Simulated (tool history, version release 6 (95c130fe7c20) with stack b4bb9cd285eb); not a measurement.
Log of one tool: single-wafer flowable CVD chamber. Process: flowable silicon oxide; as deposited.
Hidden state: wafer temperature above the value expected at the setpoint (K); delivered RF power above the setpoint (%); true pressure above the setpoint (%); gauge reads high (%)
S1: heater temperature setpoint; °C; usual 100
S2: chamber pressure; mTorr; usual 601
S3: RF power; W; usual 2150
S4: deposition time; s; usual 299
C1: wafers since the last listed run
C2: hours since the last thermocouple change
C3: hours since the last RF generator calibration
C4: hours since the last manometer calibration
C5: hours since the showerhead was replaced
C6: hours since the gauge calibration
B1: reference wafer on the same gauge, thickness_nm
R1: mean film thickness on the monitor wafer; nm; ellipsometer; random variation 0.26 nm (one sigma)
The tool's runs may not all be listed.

run   hour   S1   S2    S3   S4   C1      C2      C3      C4      C5     C6       B1       R1
  1    0.0  100  601  2480  299    0  2066.4  1709.1  1236.8  3668.4   91.4  109.983  135.701
  2   17.5  100  601  2150  299  127  2083.9  1726.6  1254.3  3685.9  108.9  110.014  131.367
  3   28.1  100  601  2150  299   77  2094.5  1737.2  1264.9  3696.5  119.5  109.982  131.238
  4   40.8  100  601  2150  299   92  2107.2  1749.9  1277.6  3709.2  132.2  110.019  131.786
  5   51.2  100  601  2150  299   75  2117.6  1760.3  1288.0  3719.6  142.6  110.017  131.358
  6   65.1  100  601  2150  299  101  2131.5  1774.2  1301.9  3733.5  156.5  110.015  131.500
      78.3  -- thermocouple changed; heater temperature recalibrated
  7   78.8  100  601  2150  299   41     0.5  1787.9  1315.6  3747.2  170.2  109.996  131.305
      93.7  -- gauge calibrated
      96.7  -- showerhead replaced, of another model than before
      97.0  -- capacitance manometer re-zeroed and calibrated
  8   97.5  100  601  2150  299   74    19.2  1806.6     0.5     0.8    3.8  110.027  121.468
  9  103.0  100  601  1955  299   40    24.7  1812.1     6.0     6.3    9.3  109.947  118.768
 10  118.5  100  563  2150  325  112    40.2  1827.6    21.5    21.8   24.8  109.964  127.064
     129.3  -- RF generator calibrated
 11  130.4  100  601  2150  299   28    52.1     1.1    33.4    33.7   36.7  109.983  122.447
 12  147.9  100  601  2150  299  127    69.6    18.6    50.9    51.2   54.2  110.007  122.421
 13  158.4  100  601  1785  299   76    80.1    29.1    61.4    61.7   64.7  109.977  116.930
 14  168.0  100  601  2150  266   69    89.7    38.7    71.0    71.3   74.3  109.965  109.093
 15  182.8  100  495  1975  351  107   104.5    53.5    85.8    86.1   89.1  109.956  125.812
 16  196.6  100  601  2150  299  100   118.3    67.3    99.6    99.9  102.9  109.961  123.039
 17  205.3  100  601  2150  299   63   127.0    76.0   108.3   108.6  111.6  109.998  123.472

Forecast each of these 5 alternatives for the next run:
  A  205.8  100  521  2150  299   3  127.5  76.5  108.8  109.1  112.1   ?   ?
  B  205.8  111  499  1955  299   3  127.5  76.5  108.8  109.1  112.1   ?   ?
  C  205.8   90  641  2365  269   3  127.5  76.5  108.8  109.1  112.1   ?   ?
  D  205.8  109  601  2150  320   3  127.5  76.5  108.8  109.1  112.1   ?   ?
  E  205.8   89  462  2400  316   3  127.5  76.5  108.8  109.1  112.1   ?   ?

run       B1       R1
  A  109.970  112.489
  B  109.970   70.828
  C  109.970  170.441
  D  109.970   93.555
  E  109.970  169.882
Without the tool's hidden state the same runs would have given:
run       R1
  A  110.456
  B   69.548
  C  167.472
  D   91.863
  E  166.811
